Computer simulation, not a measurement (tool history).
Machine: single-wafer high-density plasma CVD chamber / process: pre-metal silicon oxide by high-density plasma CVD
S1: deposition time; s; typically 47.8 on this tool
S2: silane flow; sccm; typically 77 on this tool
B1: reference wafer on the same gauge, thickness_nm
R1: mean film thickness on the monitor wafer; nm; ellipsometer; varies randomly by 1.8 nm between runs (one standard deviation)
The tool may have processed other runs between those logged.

run 1 hour=0 | S1=50.4 S2=88 | B1=461.614 | R1=483.774
run 2 hour=32.4 | S1=50.4 S2=88 | B1=461.197 | R1=481.937
run 3 hour=99.9 | S1=42.9 S2=66 | B1=462.436 | R1=315.508
run 4 hour=134.8 | S1=47.8 S2=77 | B1=462.591 | R1=405.466
run 5 hour=170.3 | S1=47.8 S2=77 | B1=462.925 | R1=407.422
run 6 hour=227.9 | S1=41.8 S2=77 | B1=462.708 | R1=355.555
run 7 hour=276.3 | S1=41.8 S2=77 | B1=463.203 | R1=354.208
run 8 hour=323.2 | S1=41.8 S2=77 | B1=463.438 | R1=354.07
run 9 hour=382.1 | S1=52.3 S2=89 | B1=463.724 | R1=503.47
-- hour=438.1 silane flow controller replaced
run 10 hour=452.2 | S1=47.8 S2=77 | B1=464.045 | R1=406.632
run 11 hour=521.8 | S1=42.5 S2=82 | B1=464.037 | R1=382.835
run 12 hour=551.4 | S1=54.7 S2=89 | B1=463.85 | R1=530.298
-- hour=600.8 gauge calibrated
run 13 hour=606.7 | S1=55.9 S2=67 | B1=452.836 | R1=406.347
run 14 hour=661.4 | S1=55.5 S2=84 | B1=454.645 | R1=497.568
run 15 hour=782.5 | S1=53.2 S2=64 | B1=457.151 | R1=377.988
run 16 hour=817 | S1=47.8 S2=72 | B1=458.707 | R1=378.022

Results for each run, recomputed without the tool's hidden state and with each run's random variation untouched:
What the log doesn't record here: delivered silane flow above the setpoint (%); gauge reads high (%).
run=1 R1=473.904
run=2 R1=471.812
run=3 R1=308.536
run=4 R1=396.312
run=5 R1=398.047
run=6 R1=347.156
run=7 R1=345.686
run=8 R1=345.423
run=9 R1=490.978
run=10 R1=396.389
run=11 R1=373.077
run=12 R1=516.722
run=13 R1=405.803
run=14 R1=494.893
run=15 R1=373.397
run=16 R1=372.866
